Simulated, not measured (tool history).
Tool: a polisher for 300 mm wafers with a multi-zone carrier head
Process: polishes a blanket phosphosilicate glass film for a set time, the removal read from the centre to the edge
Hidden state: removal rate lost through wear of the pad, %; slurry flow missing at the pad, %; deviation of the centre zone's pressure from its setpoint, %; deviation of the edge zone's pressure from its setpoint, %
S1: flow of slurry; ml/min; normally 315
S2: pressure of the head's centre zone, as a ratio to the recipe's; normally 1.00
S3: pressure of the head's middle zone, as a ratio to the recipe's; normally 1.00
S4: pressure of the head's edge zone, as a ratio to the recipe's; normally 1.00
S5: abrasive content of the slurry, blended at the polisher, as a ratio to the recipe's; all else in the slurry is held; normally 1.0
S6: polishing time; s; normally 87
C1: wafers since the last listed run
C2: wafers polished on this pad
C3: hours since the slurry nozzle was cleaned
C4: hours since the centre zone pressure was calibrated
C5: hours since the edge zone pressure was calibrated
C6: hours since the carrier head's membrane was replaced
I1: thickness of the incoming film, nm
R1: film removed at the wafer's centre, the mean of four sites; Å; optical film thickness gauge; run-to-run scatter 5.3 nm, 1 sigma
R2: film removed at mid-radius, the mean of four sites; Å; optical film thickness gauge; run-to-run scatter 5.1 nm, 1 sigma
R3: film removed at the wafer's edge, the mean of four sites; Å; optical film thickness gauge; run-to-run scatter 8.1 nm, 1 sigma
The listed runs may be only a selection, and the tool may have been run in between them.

run 1 hour=0.0 | S1=315 S2=1.00 S3=1.00 S4=0.94 S5=1.0 S6=87 | C1=0 C2=1181 C3=428.9 C4=438.5 C5=221.4 C6=1130.1 | I1=4182.9 | R1=6027 R2=6622 R3=6276
-- hour=0.2 worn pad replaced by a new one
run 2 hour=41.4 | S1=315 S2=1.00 S3=1.00 S4=1.00 S5=1.0 S6=87 | C1=357 C2=357 C3=470.3 C4=479.9 C5=262.8 C6=1171.5 | I1=4182.1 | R1=5973 R2=6657 R3=6445
-- hour=88.9 slurry nozzle cleaned
run 3 hour=110.6 | S1=315 S2=1.00 S3=1.00 S4=1.00 S5=1.0 S6=87 | C1=591 C2=948 C3=21.7 C4=549.1 C5=332.0 C6=1240.7 | I1=4122.4 | R1=5893 R2=6643 R3=6658
-- hour=146.1 worn pad replaced by a new one
run 4 hour=160.2 | S1=315 S2=1.00 S3=1.00 S4=1.00 S5=1.0 S6=87 | C1=395 C2=122 C3=71.3 C4=598.7 C5=381.6 C6=1290.3 | I1=4118.7 | R1=5846 R2=6678 R3=6574
run 5 hour=232.1 | S1=315 S2=1.00 S3=0.94 S4=1.00 S5=1.0 S6=87 | C1=623 C2=746 C3=143.2 C4=670.6 C5=453.5 C6=1362.2 | I1=4111.8 | R1=5780 R2=6367 R3=6483
-- hour=249.4 edge zone pressure recalibrated
run 6 hour=283.1 | S1=315 S2=1.00 S3=0.94 S4=1.00 S5=1.0 S6=87 | C1=424 C2=1171 C3=194.2 C4=721.6 C5=33.7 C6=1413.2 | I1=4077.1 | R1=5884 R2=6401 R3=6484
run 7 hour=311.9 | S1=315 S2=1.00 S3=0.94 S4=1.00 S5=1.0 S6=87 | C1=249 C2=1420 C3=223.0 C4=750.4 C5=62.5 C6=1442.0 | I1=4173.7 | R1=5812 R2=6378 R3=6513
-- hour=326.3 worn pad replaced by a new one
run 8 hour=341.3 | S1=315 S2=1.09 S3=0.93 S4=1.00 S5=1.0 S6=87 | C1=220 C2=130 C3=252.4 C4=779.8 C5=91.9 C6=1471.4 | I1=4151.0 | R1=6261 R2=6235 R3=6413
run 9 hour=369.1 | S1=315 S2=1.09 S3=0.93 S4=1.00 S5=1.0 S6=87 | C1=241 C2=371 C3=280.2 C4=807.6 C5=119.7 C6=1499.2 | I1=4202.9 | R1=6371 R2=6247 R3=6272
run 10 hour=410.8 | S1=315 S2=1.00 S3=1.00 S4=1.00 S5=1.0 S6=87 | C1=361 C2=732 C3=321.9 C4=849.3 C5=161.4 C6=1540.9 | I1=4188.6 | R1=5739 R2=6772 R3=6328
run 11 hour=445.0 | S1=315 S2=1.00 S3=1.00 S4=1.00 S5=1.0 S6=87 | C1=296 C2=1029 C3=356.1 C4=883.5 C5=195.6 C6=1575.1 | I1=4120.9 | R1=5648 R2=6725 R3=6558
run 12 hour=485.8 | S1=315 S2=1.00 S3=1.09 S4=1.00 S5=1.3 S6=87 | C1=353 C2=1383 C3=396.9 C4=924.3 C5=236.4 C6=1615.9 | I1=4143.1 | R1=6428 R2=8169 R3=7251
-- hour=492.6 worn pad replaced by a new one
-- hour=494.3 carrier head's membrane replaced by a new one
-- hour=514.1 centre zone pressure recalibrated
run 13 hour=529.2 | S1=315 S2=1.11 S3=1.00 S4=1.00 S5=1.0 S6=87 | C1=309 C2=285 C3=440.3 C4=15.1 C5=279.8 C6=34.9 | I1=4182.8 | R1=7184 R2=6747 R3=6432
-- hour=547.6 slurry nozzle cleaned
run 14 hour=573.8 | S1=315 S2=1.00 S3=1.10 S4=1.00 S5=1.1 S6=112 | C1=378 C2=663 C3=26.2 C4=59.7 C5=324.4 C6=79.5 | I1=4196.6 | R1=8813 R2=9862 R3=8869
run 15 hour=629.9 | S1=225 S2=1.00 S3=1.00 S4=1.00 S5=1.0 S6=116 | C1=486 C2=1150 C3=82.3 C4=115.8 C5=380.5 C6=135.6 | I1=4172.8 | R1=8184 R2=8636 R3=8446
-- hour=663.7 worn pad replaced by a new one
run 16 hour=666.0 | S1=255 S2=1.00 S3=1.00 S4=0.91 S5=1.0 S6=63 | C1=278 C2=19 C3=118.4 C4=151.9 C5=416.6 C6=171.7 | I1=4139.2 | R1=4567 R2=4746 R3=4459
run 17 hour=691.7 | S1=285 S2=1.00 S3=1.00 S4=0.93 S5=1.0 S6=87 | C1=222 C2=242 C3=144.1 C4=177.6 C5=442.3 C6=197.4 | I1=4233.2 | R1=6313 R2=6627 R3=6231
run 18 hour=716.7 | S1=315 S2=1.00 S3=1.00 S4=1.00 S5=1.2 S6=87 | C1=216 C2=459 C3=169.1 C4=202.6 C5=467.3 C6=222.4 | I1=4209.4 | R1=6935 R2=7354 R3=7047

For each entry between runs, how does the tool's hidden state at the last listed run before it compare with that at the first listed run after it?
From run 1 to run 2: worn pad replaced by a new one (hour 0.2)
  deviation of the centre zone's pressure from its setpoint, %: -6.2 -> -6.62
  measured less the result without the state, R1: -401 -> -427 Å
From run 2 to run 3: slurry nozzle cleaned (hour 88.9)
  deviation of the centre zone's pressure from its setpoint, %: -6.62 -> -7.32
  measured less the result without the state, R1: -427 -> -469 Å
From run 3 to run 4: worn pad replaced by a new one (hour 146.1)
  deviation of the centre zone's pressure from its setpoint, %: -7.32 -> -7.82
  measured less the result without the state, R1: -469 -> -500 Å
From run 5 to run 6: edge zone pressure recalibrated (hour 249.4)
  deviation of the centre zone's pressure from its setpoint, %: -8.55 -> -9.07
  measured less the result without the state, R1: -545 -> -591 Å
From run 7 to run 8: worn pad replaced by a new one (hour 326.3)
  deviation of the centre zone's pressure from its setpoint, %: -9.36 -> -9.66
  measured less the result without the state, R1: -606 -> -670 Å
From run 12 to run 13: worn pad replaced by a new one (hour 492.6); carrier head's membrane replaced by a new one (hour 494.3); centre zone pressure recalibrated (hour 514.1)
  deviation of the centre zone's pressure from its setpoint, %: -11.1 -> 0.783
  measured less the result without the state, R1: -812 -> +56 Å
From run 13 to run 14: slurry nozzle cleaned (hour 547.6)
  deviation of the centre zone's pressure from its setpoint, %: 0.783 -> 0.331
  measured less the result without the state, R1: +56 -> +29 Å
From run 15 to run 16: worn pad replaced by a new one (hour 663.7)
  deviation of the centre zone's pressure from its setpoint, %: -0.239 -> -0.605
  measured less the result without the state, R1: -20 -> -28 Å
